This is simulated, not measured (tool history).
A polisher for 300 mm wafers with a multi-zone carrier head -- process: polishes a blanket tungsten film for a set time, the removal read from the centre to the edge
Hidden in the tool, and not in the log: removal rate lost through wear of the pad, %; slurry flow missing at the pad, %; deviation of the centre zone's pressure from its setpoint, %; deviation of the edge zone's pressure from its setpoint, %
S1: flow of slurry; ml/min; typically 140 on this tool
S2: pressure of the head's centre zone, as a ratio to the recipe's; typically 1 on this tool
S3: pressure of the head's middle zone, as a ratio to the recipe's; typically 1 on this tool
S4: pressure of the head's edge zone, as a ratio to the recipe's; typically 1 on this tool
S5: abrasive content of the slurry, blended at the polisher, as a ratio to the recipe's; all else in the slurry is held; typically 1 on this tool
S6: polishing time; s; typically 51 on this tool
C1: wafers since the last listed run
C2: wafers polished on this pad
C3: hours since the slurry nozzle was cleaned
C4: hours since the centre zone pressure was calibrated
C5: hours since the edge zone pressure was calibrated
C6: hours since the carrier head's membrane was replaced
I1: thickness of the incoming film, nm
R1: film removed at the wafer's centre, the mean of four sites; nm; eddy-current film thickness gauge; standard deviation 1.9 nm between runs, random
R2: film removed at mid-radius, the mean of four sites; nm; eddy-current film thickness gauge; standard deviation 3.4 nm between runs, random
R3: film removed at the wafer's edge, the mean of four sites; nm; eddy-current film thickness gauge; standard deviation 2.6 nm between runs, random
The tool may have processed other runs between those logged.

run 1 hour=0 | S1=185 S2=0.94 S3=1 S4=1 S5=1.25 S6=51 | C1=0 C2=715 C3=85.6 C4=60.9 C5=1422.4 C6=1036 | I1=704.8 | R1=235.7 R2=253.6 R3=238.8
run 2 hour=13.3 | S1=120 S2=1 S3=1 S4=1 S5=1 S6=51 | C1=116 C2=832 C3=98.9 C4=74.2 C5=1435.7 C6=1049.3 | I1=695 | R1=216.8 R2=221.1 R3=212.1
run 3 hour=29.2 | S1=140 S2=1 S3=0.94 S4=1 S5=1 S6=51 | C1=139 C2=971 C3=114.8 C4=90.1 C5=1451.6 C6=1065.2 | I1=706.8 | R1=225.5 R2=210.3 R3=219.9
-- hour=38.4 edge zone pressure recalibrated
run 4 hour=44.6 | S1=140 S2=1 S3=1 S4=1 S5=1 S6=44 | C1=117 C2=1089 C3=130.2 C4=105.5 C5=6.2 C6=1080.6 | I1=690 | R1=193.4 R2=193.3 R3=188.5
-- hour=51.8 worn pad replaced by a new one
run 5 hour=60.2 | S1=140 S2=1 S3=0.94 S4=1 S5=1 S6=51 | C1=101 C2=73 C3=145.8 C4=121.1 C5=21.8 C6=1096.2 | I1=695.8 | R1=232.9 R2=224.5 R3=228.5
run 6 hour=68.3 | S1=140 S2=1 S3=1 S4=1 S5=1 S6=51 | C1=71 C2=144 C3=153.9 C4=129.2 C5=29.9 C6=1104.3 | I1=711.3 | R1=234.5 R2=232.7 R3=229.6
run 7 hour=81.2 | S1=140 S2=1 S3=1 S4=1 S5=1 S6=51 | C1=113 C2=258 C3=166.8 C4=142.1 C5=42.8 C6=1117.2 | I1=708.1 | R1=231.2 R2=224.4 R3=226.6
run 8 hour=96 | S1=140 S2=1 S3=1 S4=1 S5=1 S6=51 | C1=129 C2=388 C3=181.6 C4=156.9 C5=57.6 C6=1132 | I1=705 | R1=232.7 R2=226 R3=230.5
run 9 hour=111.7 | S1=140 S2=1 S3=1 S4=1 S5=1 S6=65 | C1=137 C2=525 C3=197.3 C4=172.6 C5=73.3 C6=1147.7 | I1=693.7 | R1=292.6 R2=288.7 R3=287.8
run 10 hour=119.5 | S1=125 S2=1 S3=0.92 S4=1.06 S5=1.1 S6=51 | C1=68 C2=594 C3=205.1 C4=180.4 C5=81.1 C6=1155.5 | I1=698.9 | R1=227.2 R2=211.5 R3=232.4
-- hour=125.7 carrier head's membrane replaced by a new one
run 11 hour=134.6 | S1=90 S2=1 S3=0.94 S4=1 S5=1 S6=51 | C1=88 C2=682 C3=220.2 C4=195.5 C5=96.2 C6=8.9 | I1=691.5 | R1=198.3 R2=193.5 R3=202.4
run 12 hour=140.8 | S1=140 S2=1 S3=1.09 S4=1 S5=1 S6=51 | C1=54 C2=737 C3=226.4 C4=201.7 C5=102.4 C6=15.1 | I1=700 | R1=228.6 R2=241.2 R3=222.5
run 13 hour=153.7 | S1=140 S2=1 S3=1 S4=1 S5=1 S6=38 | C1=113 C2=850 C3=239.3 C4=214.6 C5=115.3 C6=28 | I1=706.2 | R1=169.1 R2=167.8 R3=167.7
run 14 hour=169 | S1=140 S2=1 S3=1 S4=1 S5=1 S6=51 | C1=134 C2=984 C3=254.6 C4=229.9 C5=130.6 C6=43.3 | I1=697.2 | R1=227.1 R2=222.6 R3=221.6
run 15 hour=178 | S1=140 S2=1.08 S3=0.91 S4=1 S5=1.15 S6=51 | C1=78 C2=1063 C3=263.6 C4=238.9 C5=139.6 C6=52.3 | I1=690.3 | R1=252.2 R2=218.7 R3=225.9
-- hour=193.7 worn pad replaced by a new one
run 16 hour=194.2 | S1=185 S2=1 S3=1 S4=1 S5=0.8 S6=51 | C1=107 C2=4 C3=279.8 C4=255.1 C5=155.8 C6=68.5 | I1=710.7 | R1=235.6 R2=230.4 R3=227.6
-- hour=203.9 slurry nozzle cleaned
run 17 hour=207.4 | S1=140 S2=1 S3=1.06 S4=1 S5=1 S6=51 | C1=107 C2=111 C3=3.5 C4=268.3 C5=169 C6=81.7 | I1=700.5 | R1=230.1 R2=233.3 R3=227.6
run 18 hour=216.5 | S1=140 S2=1.11 S3=1 S4=1 S5=1 S6=51 | C1=79 C2=191 C3=12.6 C4=277.4 C5=178.1 C6=90.8 | I1=695.3 | R1=259.8 R2=224.8 R3=226.6
run 19 hour=225.5 | S1=140 S2=1 S3=1 S4=1 S5=1 S6=51 | C1=78 C2=270 C3=21.6 C4=286.4 C5=187.1 C6=99.8 | I1=690.8 | R1=232.1 R2=223.9 R3=227.8
run 20 hour=232.6 | S1=140 S2=1 S3=1 S4=1 S5=1 S6=51 | C1=62 C2=332 C3=28.7 C4=293.5 C5=194.2 C6=106.9 | I1=695.9 | R1=234.9 R2=228 R3=225.3
run 21 hour=245.4 | S1=95 S2=1.06 S3=1 S4=0.96 S5=0.75 S6=51 | C1=112 C2=445 C3=41.5 C4=306.3 C5=207 C6=119.7 | I1=706.4 | R1=204 R2=191 R3=195.8
run 22 hour=259.7 | S1=140 S2=1 S3=1 S4=1 S5=1 S6=51 | C1=125 C2=570 C3=55.8 C4=320.6 C5=221.3 C6=134 | I1=707.4 | R1=227.5 R2=231.6 R3=226

Alternative continuations, all from the tool just after run 22; predict every row:
run A hour=260.1 | S1=105 S2=1 S3=1 S4=1 S5=1 S6=51 | C1=3 C2=574 C3=56.2 C4=321 C5=221.7 C6=134.4 | I1=689.2 | R1=? R2=? R3=?
run B hour=260.1 | S1=140 S2=1.03 S3=1 S4=1 S5=1.1 S6=51 | C1=3 C2=574 C3=56.2 C4=321 C5=221.7 C6=134.4 | I1=689.2 | R1=? R2=? R3=?
run C hour=260.1 | S1=160 S2=1.05 S3=1 S4=1 S5=1 S6=51 | C1=3 C2=574 C3=56.2 C4=321 C5=221.7 C6=134.4 | I1=689.2 | R1=? R2=? R3=?
run D hour=260.1 | S1=140 S2=0.91 S3=0.92 S4=1 S5=1 S6=37 | C1=3 C2=574 C3=56.2 C4=321 C5=221.7 C6=134.4 | I1=689.2 | R1=? R2=? R3=?

run=A R1=208.8 R2=207.5 R3=212
run=B R1=238.7 R2=227.9 R3=227.5
run=C R1=246.5 R2=230 R3=227.8
run=D R1=150.1 R2=155.1 R3=162.2
Without the tool's unlogged condition, the same runs would have read:
run=A R1=213.4 R2=212.2 R3=216.7
run=B R1=244 R2=233 R3=232.5
run=C R1=252.1 R2=235.1 R3=232.9
run=D R1=153.4 R2=158.5 R3=165.8
